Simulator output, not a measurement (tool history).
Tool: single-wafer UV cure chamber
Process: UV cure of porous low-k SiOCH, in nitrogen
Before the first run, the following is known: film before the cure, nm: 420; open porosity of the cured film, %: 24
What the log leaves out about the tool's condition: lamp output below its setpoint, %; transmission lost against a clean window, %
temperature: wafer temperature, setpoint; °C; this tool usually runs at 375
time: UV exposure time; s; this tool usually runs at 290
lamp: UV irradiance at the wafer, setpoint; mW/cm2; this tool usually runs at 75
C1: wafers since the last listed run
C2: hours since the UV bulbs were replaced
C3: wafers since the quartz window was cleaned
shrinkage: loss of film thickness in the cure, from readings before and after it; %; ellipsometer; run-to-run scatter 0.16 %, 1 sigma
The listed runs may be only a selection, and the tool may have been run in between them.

run 1 hour=0.0 | temperature=375 time=290 lamp=75 | C1=0 C2=2834.8 C3=3452 | shrinkage=12.186
run 2 hour=13.3 | temperature=375 time=290 lamp=75 | C1=126 C2=2848.1 C3=3578 | shrinkage=12.092
run 3 hour=19.3 | temperature=375 time=290 lamp=75 | C1=57 C2=2854.1 C3=3635 | shrinkage=11.586
run 4 hour=34.2 | temperature=375 time=290 lamp=75 | C1=141 C2=2869.0 C3=3777 | shrinkage=11.697
run 5 hour=46.9 | temperature=375 time=290 lamp=75 | C1=121 C2=2881.7 C3=3898 | shrinkage=11.651
run 6 hour=54.6 | temperature=375 time=290 lamp=75 | C1=73 C2=2889.4 C3=3972 | shrinkage=11.703
run 7 hour=62.5 | temperature=375 time=290 lamp=87 | C1=75 C2=2897.3 C3=4047 | shrinkage=12.474
run 8 hour=70.2 | temperature=375 time=290 lamp=87 | C1=73 C2=2905.0 C3=4121 | shrinkage=12.361
run 9 hour=83.8 | temperature=375 time=290 lamp=75 | C1=129 C2=2918.6 C3=4250 | shrinkage=11.461
run 10 hour=98.2 | temperature=375 time=290 lamp=75 | C1=137 C2=2933.0 C3=4387 | shrinkage=11.481
run 11 hour=105.5 | temperature=375 time=290 lamp=75 | C1=69 C2=2940.3 C3=4457 | shrinkage=11.605
run 12 hour=116.4 | temperature=375 time=290 lamp=75 | C1=103 C2=2951.2 C3=4561 | shrinkage=11.201
-- hour=126.0 quartz window cleaned
run 13 hour=129.6 | temperature=365 time=290 lamp=75 | C1=49 C2=2964.4 C3=34 | shrinkage=10.264
run 14 hour=139.9 | temperature=365 time=290 lamp=75 | C1=98 C2=2974.7 C3=132 | shrinkage=10.648
run 15 hour=148.0 | temperature=375 time=175 lamp=75 | C1=77 C2=2982.8 C3=209 | shrinkage=8.305
run 16 hour=165.5 | temperature=363 time=460 lamp=95 | C1=166 C2=3000.3 C3=376 | shrinkage=14.027
run 17 hour=174.7 | temperature=375 time=290 lamp=75 | C1=87 C2=3009.5 C3=463 | shrinkage=10.890
run 18 hour=184.6 | temperature=375 time=130 lamp=75 | C1=94 C2=3019.4 C3=558 | shrinkage=7.005
-- hour=197.0 quartz window cleaned, repeated, since the last time left the tool worse
run 19 hour=197.5 | temperature=361 time=385 lamp=60 | C1=46 C2=3032.3 C3=4 | shrinkage=12.182
run 20 hour=203.1 | temperature=363 time=290 lamp=87 | C1=53 C2=3037.9 C3=58 | shrinkage=12.497
run 21 hour=213.8 | temperature=375 time=290 lamp=46 | C1=101 C2=3048.6 C3=160 | shrinkage=9.982
run 22 hour=231.5 | temperature=384 time=120 lamp=40 | C1=168 C2=3066.3 C3=328 | shrinkage=5.491
run 23 hour=244.9 | temperature=375 time=290 lamp=75 | C1=127 C2=3079.7 C3=456 | shrinkage=12.104
run 24 hour=251.9 | temperature=357 time=425 lamp=57 | C1=66 C2=3086.7 C3=523 | shrinkage=12.117
-- hour=264.8 UV bulbs replaced
run 25 hour=265.3 | temperature=375 time=290 lamp=75 | C1=51 C2=0.5 C3=574 | shrinkage=11.781
run 26 hour=288.4 | temperature=375 time=225 lamp=75 | C1=220 C2=23.6 C3=794 | shrinkage=10.886
run 27 hour=301.7 | temperature=365 time=450 lamp=40 | C1=126 C2=36.9 C3=921 | shrinkage=10.895
run 28 hour=312.3 | temperature=364 time=195 lamp=86 | C1=101 C2=47.5 C3=1022 | shrinkage=10.739
run 29 hour=323.4 | temperature=366 time=290 lamp=75 | C1=105 C2=58.6 C3=1128 | shrinkage=11.712
run 30 hour=337.9 | temperature=375 time=165 lamp=109 | C1=138 C2=73.1 C3=1266 | shrinkage=11.135
run 31 hour=354.9 | temperature=375 time=290 lamp=75 | C1=161 C2=90.1 C3=1428 | shrinkage=12.458

List, for all runs, the conditions of the tool that the log does not record:
lamp output below its setpoint, %: 0 on each run
H1: transmission lost against a clean window, %
run=1 H1=8.55
run=2 H1=9.12
run=3 H1=9.38
run=4 H1=10.1
run=5 H1=10.7
run=6 H1=11
run=7 H1=11.4
run=8 H1=11.8
run=9 H1=12.5
run=10 H1=13.3
run=11 H1=13.6
run=12 H1=14.2
run=13 H1=25.7
run=14 H1=25.7
run=15 H1=25.7
run=16 H1=25.8
run=17 H1=25.9
run=18 H1=25.9
run=19 H1=1.13
run=20 H1=1.13
run=21 H1=1.14
run=22 H1=1.2
run=23 H1=1.26
run=24 H1=1.3
run=25 H1=1.4
run=26 H1=1.61
run=27 H1=1.77
run=28 H1=1.9
run=29 H1=2.06
run=30 H1=2.28
run=31 H1=2.58
